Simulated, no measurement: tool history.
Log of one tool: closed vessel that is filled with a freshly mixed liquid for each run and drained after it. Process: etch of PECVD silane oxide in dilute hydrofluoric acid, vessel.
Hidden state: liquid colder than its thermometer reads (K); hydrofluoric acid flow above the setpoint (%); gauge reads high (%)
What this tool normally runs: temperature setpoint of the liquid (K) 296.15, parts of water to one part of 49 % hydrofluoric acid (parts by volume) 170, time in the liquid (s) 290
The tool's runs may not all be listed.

| run | hour | temperature setpoint of the liquid (K) | parts of water to one part of 49 % hydrofluoric acid (parts by volume) | time in the liquid (s) | wafers since the last listed run | hours since the thermometer was replaced | hours since the hydrofluoric acid flow meter was replaced | hours since the gauge calibration | read-back film thickness of the PECVD silane oxide reference wafer, read on the same gauge (nm) | thickness taken off the PECVD silane oxide on a monitor wafer (angstrom) |
|---|---|---|---|---|---|---|---|---|---|---|
| 1 | 0.0 | 293.65 | 170 | 290 | 0 | 1806.5 | 1472.8 | 151.8 | 50.01 | 243.0 |
|  | 4.9 | hydrofluoric acid flow meter replaced |
| 2 | 16.6 | 296.15 | 170 | 290 | 822 | 1823.1 | 11.7 | 168.4 | 50.01 | 270.9 |
| 3 | 32.7 | 296.15 | 170 | 290 | 848 | 1839.2 | 27.8 | 184.5 | 50.02 | 270.7 |
| 4 | 49.1 | 296.15 | 170 | 290 | 864 | 1855.6 | 44.2 | 200.9 | 50.00 | 265.3 |
| 5 | 58.8 | 296.15 | 170 | 290 | 511 | 1865.3 | 53.9 | 210.6 | 49.99 | 267.3 |
| 6 | 71.1 | 296.15 | 170 | 290 | 648 | 1877.6 | 66.2 | 222.9 | 50.01 | 268.9 |
|  | 72.3 | thermometer replaced |
| 7 | 78.2 | 296.15 | 170 | 290 | 321 | 5.9 | 73.3 | 230.0 | 49.98 | 268.3 |
| 8 | 92.7 | 296.15 | 170 | 290 | 764 | 20.4 | 87.8 | 244.5 | 50.00 | 267.7 |
| 9 | 107.9 | 296.15 | 170 | 290 | 801 | 35.6 | 103.0 | 259.7 | 50.00 | 266.9 |
| 10 | 117.5 | 296.15 | 170 | 290 | 505 | 45.2 | 112.6 | 269.3 | 49.99 | 269.0 |
| 11 | 124.5 | 296.15 | 170 | 290 | 368 | 52.2 | 119.6 | 276.3 | 50.00 | 268.6 |
| 12 | 131.3 | 296.15 | 170 | 445 | 358 | 59.0 | 126.4 | 283.1 | 50.00 | 412.1 |
| 13 | 144.8 | 293.15 | 235 | 360 | 711 | 72.5 | 139.9 | 296.6 | 49.98 | 199.3 |
| 14 | 154.8 | 296.15 | 170 | 290 | 527 | 82.5 | 149.9 | 306.6 | 50.01 | 266.6 |
| 15 | 161.1 | 293.65 | 100 | 120 | 332 | 88.8 | 156.2 | 312.9 | 49.99 | 183.9 |
| 16 | 178.6 | 294.65 | 110 | 340 | 922 | 106.3 | 173.7 | 330.4 | 49.99 | 490.8 |
| 17 | 192.4 | 296.15 | 255 | 290 | 727 | 120.1 | 187.5 | 344.2 | 49.99 | 163.2 |
| 18 | 205.5 | 299.65 | 170 | 180 | 690 | 133.2 | 200.6 | 357.3 | 49.99 | 189.5 |
| 19 | 218.9 | 291.65 | 170 | 175 | 706 | 146.6 | 214.0 | 370.7 | 50.00 | 136.1 |
| 20 | 227.5 | 296.15 | 170 | 290 | 453 | 155.2 | 222.6 | 379.3 | 50.00 | 269.3 |
| 21 | 233.8 | 296.15 | 170 | 290 | 332 | 161.5 | 228.9 | 385.6 | 50.01 | 270.0 |
| 22 | 247.6 | 296.15 | 170 | 290 | 727 | 175.3 | 242.7 | 399.4 | 50.01 | 269.0 |
| 23 | 262.9 | 296.15 | 170 | 290 | 806 | 190.6 | 258.0 | 414.7 | 50.02 | 266.7 |
|  | 287.5 | gauge calibrated |
| 24 | 296.2 | 299.65 | 170 | 290 | 1755 | 223.9 | 291.3 | 8.7 | 50.01 | 303.7 |
| 25 | 303.7 | 296.15 | 105 | 290 | 395 | 231.4 | 298.8 | 16.2 | 50.02 | 466.9 |
| 26 | 321.1 | 296.15 | 170 | 410 | 917 | 248.8 | 316.2 | 33.6 | 50.00 | 377.2 |
| 27 | 339.1 | 300.15 | 115 | 245 | 948 | 266.8 | 334.2 | 51.6 | 49.99 | 417.1 |
| 28 | 351.2 | 294.65 | 235 | 205 | 637 | 278.9 | 346.3 | 63.7 | 50.02 | 119.7 |
| 29 | 363.7 | 296.15 | 170 | 290 | 658 | 291.4 | 358.8 | 76.2 | 49.98 | 268.1 |
| 30 | 374.9 | 297.65 | 150 | 230 | 590 | 302.6 | 370.0 | 87.4 | 50.01 | 258.9 |
| 31 | 385.9 | 297.65 | 145 | 170 | 579 | 313.6 | 381.0 | 98.4 | 49.99 | 201.5 |
| 32 | 402.7 | 291.65 | 170 | 175 | 885 | 330.4 | 397.8 | 115.2 | 49.99 | 134.9 |
| 33 | 419.3 | 297.65 | 150 | 230 | 874 | 347.0 | 414.4 | 131.8 | 49.99 | 260.6 |
| 34 | 428.7 | 296.15 | 140 | 160 | 495 | 356.4 | 423.8 | 141.2 | 50.00 | 183.2 |

Forecast each of these 3 alternatives for the next run:
| A | 429.4 | 296.15 | 170 | 290 | 36 | 357.1 | 424.5 | 141.9 | ? | ? |
| B | 429.4 | 296.15 | 225 | 425 | 36 | 357.1 | 424.5 | 141.9 | ? | ? |
| C | 429.4 | 294.65 | 125 | 135 | 36 | 357.1 | 424.5 | 141.9 | ? | ? |

| run | read-back film thickness of the PECVD silane oxide reference wafer, read on the same gauge (nm) | thickness taken off the PECVD silane oxide on a monitor wafer (angstrom) |
|---|---|---|
| A | 50.00 | 269.4 |
| B | 50.00 | 281.5 |
| C | 50.00 | 169.0 |
Without the tool's unlogged condition, the same runs would have read:
| run | thickness taken off the PECVD silane oxide on a monitor wafer (angstrom) |
|---|---|
| A | 269.4 |
| B | 281.5 |
| C | 169.0 |
